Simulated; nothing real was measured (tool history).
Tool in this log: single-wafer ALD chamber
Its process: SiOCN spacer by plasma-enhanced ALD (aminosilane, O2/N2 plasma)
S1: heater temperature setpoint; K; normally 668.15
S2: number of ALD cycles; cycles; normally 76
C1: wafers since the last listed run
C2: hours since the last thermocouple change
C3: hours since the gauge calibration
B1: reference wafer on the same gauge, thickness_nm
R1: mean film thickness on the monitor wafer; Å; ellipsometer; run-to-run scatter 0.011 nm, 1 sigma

{"run": 1, "hour": 0.0, "S1": 676.15, "S2": 67, "C1": 0, "C2": 1254.9, "C3": 681.9, "B1": 5.355, "R1": 39.85}
{"run": 2, "hour": 31.4, "S1": 676.15, "S2": 67, "C1": 142, "C2": 1286.3, "C3": 713.3, "B1": 5.355, "R1": 39.87}
{"run": 3, "hour": 62.7, "S1": 676.15, "S2": 67, "C1": 141, "C2": 1317.6, "C3": 744.6, "B1": 5.351, "R1": 39.93}
{"run": 4, "hour": 96.3, "S1": 657.15, "S2": 66, "C1": 152, "C2": 1351.2, "C3": 778.2, "B1": 5.351, "R1": 39.4}
{"run": 5, "hour": 127.9, "S1": 657.15, "S2": 66, "C1": 143, "C2": 1382.8, "C3": 809.8, "B1": 5.35, "R1": 39.59}
{"run": 6, "hour": 158.2, "S1": 668.15, "S2": 70, "C1": 137, "C2": 1413.1, "C3": 840.1, "B1": 5.348, "R1": 41.78}
{"run": 7, "hour": 180.7, "S1": 668.15, "S2": 76, "C1": 102, "C2": 1435.6, "C3": 862.6, "B1": 5.351, "R1": 45.36}
{"run": 8, "hour": 209.9, "S1": 668.15, "S2": 76, "C1": 132, "C2": 1464.8, "C3": 891.8, "B1": 5.348, "R1": 45.53}
{"run": 9, "hour": 245.1, "S1": 668.15, "S2": 76, "C1": 159, "C2": 1500, "C3": 927, "B1": 5.352, "R1": 45.54}
{"run": 10, "hour": 277.8, "S1": 668.15, "S2": 76, "C1": 148, "C2": 1532.7, "C3": 959.7, "B1": 5.348, "R1": 45.32}
{"run": 11, "hour": 307.0, "S1": 668.15, "S2": 76, "C1": 132, "C2": 1561.9, "C3": 988.9, "B1": 5.356, "R1": 45.36}
{"run": 12, "hour": 334.8, "S1": 662.15, "S2": 76, "C1": 126, "C2": 1589.7, "C3": 1016.7, "B1": 5.352, "R1": 45.21}
{"run": 13, "hour": 356.3, "S1": 668.15, "S2": 81, "C1": 97, "C2": 1611.2, "C3": 1038.2, "B1": 5.352, "R1": 48.43}
{"run": 14, "hour": 378.0, "S1": 668.15, "S2": 76, "C1": 98, "C2": 1632.9, "C3": 1059.9, "B1": 5.351, "R1": 45.37}
{"run": 15, "hour": 390.4, "S1": 668.15, "S2": 76, "C1": 56, "C2": 1645.3, "C3": 1072.3, "B1": 5.345, "R1": 45.33}
{"run": 16, "hour": 418.7, "S1": 680.15, "S2": 61, "C1": 128, "C2": 1673.6, "C3": 1100.6, "B1": 5.353, "R1": 35.78}
{"hour": 427.2, "done": "gauge calibrated"}
{"hour": 430.6, "done": "thermocouple changed; heater temperature recalibrated"}
{"run": 17, "hour": 447.0, "S1": 680.15, "S2": 70, "C1": 92, "C2": 16.4, "C3": 19.8, "B1": 5.349, "R1": 41.24}
{"run": 18, "hour": 475.5, "S1": 672.15, "S2": 76, "C1": 129, "C2": 44.9, "C3": 48.3, "B1": 5.352, "R1": 45.52}
{"run": 19, "hour": 488.6, "S1": 668.15, "S2": 90, "C1": 59, "C2": 58, "C3": 61.4, "B1": 5.349, "R1": 53.8}
{"run": 20, "hour": 511.5, "S1": 660.15, "S2": 86, "C1": 103, "C2": 80.9, "C3": 84.3, "B1": 5.351, "R1": 51.23}
{"run": 21, "hour": 535.3, "S1": 680.15, "S2": 84, "C1": 107, "C2": 104.7, "C3": 108.1, "B1": 5.348, "R1": 49.37}
{"run": 22, "hour": 610.2, "S1": 668.15, "S2": 76, "C1": 339, "C2": 179.6, "C3": 183, "B1": 5.355, "R1": 45.69}
{"run": 23, "hour": 626.8, "S1": 678.15, "S2": 69, "C1": 75, "C2": 196.2, "C3": 199.6, "B1": 5.348, "R1": 40.67}
{"run": 24, "hour": 647.1, "S1": 668.15, "S2": 76, "C1": 92, "C2": 216.5, "C3": 219.9, "B1": 5.354, "R1": 45.33}
{"run": 25, "hour": 669.5, "S1": 656.15, "S2": 76, "C1": 101, "C2": 238.9, "C3": 242.3, "B1": 5.348, "R1": 45.38}
{"run": 26, "hour": 770.2, "S1": 662.15, "S2": 65, "C1": 456, "C2": 339.6, "C3": 343, "B1": 5.348, "R1": 38.78}
{"run": 27, "hour": 790.6, "S1": 668.15, "S2": 89, "C1": 92, "C2": 360, "C3": 363.4, "B1": 5.35, "R1": 53.18}
{"run": 28, "hour": 806.2, "S1": 680.15, "S2": 61, "C1": 70, "C2": 375.6, "C3": 379, "B1": 5.348, "R1": 35.78}
{"run": 29, "hour": 887.3, "S1": 668.15, "S2": 76, "C1": 367, "C2": 456.7, "C3": 460.1, "B1": 5.348, "R1": 45.32}

Predict each of these 3 candidate next runs independently; none follows another, all start after run 29:
{"run": "A", "hour": 887.8, "S1": 668.15, "S2": 76, "C1": 2, "C2": 457.2, "C3": 460.6, "B1": "?", "R1": "?"}
{"run": "B", "hour": 887.8, "S1": 655.15, "S2": 85, "C1": 2, "C2": 457.2, "C3": 460.6, "B1": "?", "R1": "?"}
{"run": "C", "hour": 887.8, "S1": 673.15, "S2": 88, "C1": 2, "C2": 457.2, "C3": 460.6, "B1": "?", "R1": "?"}

run=A B1=5.351 R1=45.38
run=B B1=5.351 R1=50.75
run=C B1=5.351 R1=52.54
With no hidden state in the tool, these same runs would have given:
run=A R1=45.38
run=B R1=50.75
run=C R1=52.54
